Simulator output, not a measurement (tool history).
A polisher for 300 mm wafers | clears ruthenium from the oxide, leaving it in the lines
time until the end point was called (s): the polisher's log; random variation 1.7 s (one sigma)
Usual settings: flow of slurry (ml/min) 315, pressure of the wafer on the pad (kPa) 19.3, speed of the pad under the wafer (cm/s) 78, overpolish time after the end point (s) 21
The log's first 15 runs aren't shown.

run,hour,flow of slurry (ml/min),pressure of the wafer on the pad (kPa),speed of the pad under the wafer (cm/s),overpolish time after the end point (s),"incoming thickness of the incoming film, nm",time until the end point was called (s)
16,857.7,315,19.3,78,21,134.9,120.1
17,920.9,315,19.3,78,30,132.9,117.6
# hour 942.6: worn pad replaced by a new one
18,972.9,315,24.8,68,10,134.5,97.6
19,1017.0,315,19.3,78,15,134.9,108.2
# hour 1074.1: slurry nozzle cleaned
20,1124.7,390,16.5,78,21,135.4,131.3
21,1227.4,415,22.8,78,21,134.3,93.8
22,1385.6,315,19.3,86,21,133.1,101.6
# hour 1416.3: head pressure recalibrated
23,1489.3,315,19.3,78,28,136.7,127.7
# hour 1571.4: worn pad replaced by a new one
24,1585.5,240,19.3,88,33,136.9,105.0
25,1635.0,315,24.1,102,9,133.2,70.8
# hour 1714.8: slurry nozzle cleaned
26,1742.7,315,19.3,78,21,136.3,118.2
27,1831.3,315,19.3,60,21,135.2,153.4
28,1910.0,315,19.3,78,11,136.1,119.6
29,1979.9,315,25.5,104,21,134.1,67.3
30,2064.4,315,19.3,68,21,133.8,143.2
31,2129.0,315,19.3,64,28,134.3,151.6
32,2197.9,315,19.3,78,21,133.6,123.7
33,2280.7,350,19.3,60,26,137.6,158.7
# hour 2299.7: worn pad replaced by a new one
34,2359.2,395,22.8,52,26,136.0,136.4
35,2429.5,340,19.3,78,21,134.4,107.9

Forecast each of these 5 alternatives for the next run:
A,2430.0,315,19.3,78,21,136.7,?
B,2430.0,345,15.9,78,21,136.7,?
C,2430.0,315,19.3,62,31,136.7,?
D,2430.0,230,24.1,96,10,136.7,?
E,2430.0,315,19.3,66,31,136.7,?

run,time until the end point was called (s)
A,110.7
B,134.0
C,139.2
D,73.3
E,130.8
Without the tool's hidden state the same runs would have given:
run,time until the end point was called (s)
A,115.9
B,140.3
C,145.8
D,76.8
E,136.9
